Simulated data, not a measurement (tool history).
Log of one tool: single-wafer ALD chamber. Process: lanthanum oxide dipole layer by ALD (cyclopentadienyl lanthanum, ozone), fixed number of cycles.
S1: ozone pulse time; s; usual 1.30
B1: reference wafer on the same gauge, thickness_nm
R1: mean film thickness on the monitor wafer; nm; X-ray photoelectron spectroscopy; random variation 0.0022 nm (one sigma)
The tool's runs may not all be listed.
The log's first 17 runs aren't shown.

| run | hour | S1 | B1 | R1 |
|---|---|---|---|---|
| 18 | 994.5 | 0.96 | 0.444 | 0.440 |
| 19 | 1020.6 | 1.17 | 0.443 | 0.479 |
|  | 1069.7 | ozone generator serviced |
| 20 | 1070.4 | 1.55 | 0.443 | 0.554 |
| 21 | 1097.0 | 1.30 | 0.443 | 0.531 |
| 22 | 1163.6 | 1.30 | 0.443 | 0.533 |
| 23 | 1212.6 | 1.30 | 0.443 | 0.531 |
| 24 | 1242.8 | 1.59 | 0.443 | 0.550 |
| 25 | 1306.8 | 0.92 | 0.443 | 0.467 |
| 26 | 1338.1 | 1.71 | 0.443 | 0.555 |
| 27 | 1406.4 | 0.82 | 0.442 | 0.438 |

The next listed run, before its measurement:
|  | 1422.9 | thermocouple changed; heater temperature recalibrated |
|  | 1440.2 | gauge calibrated |
| 28 | 1459.1 | 1.54 | ? | ? |

Run 28 gave B1 0.444, R1 0.546 nm.
Without the tool's hidden state the same run would have given R1 0.547 nm.
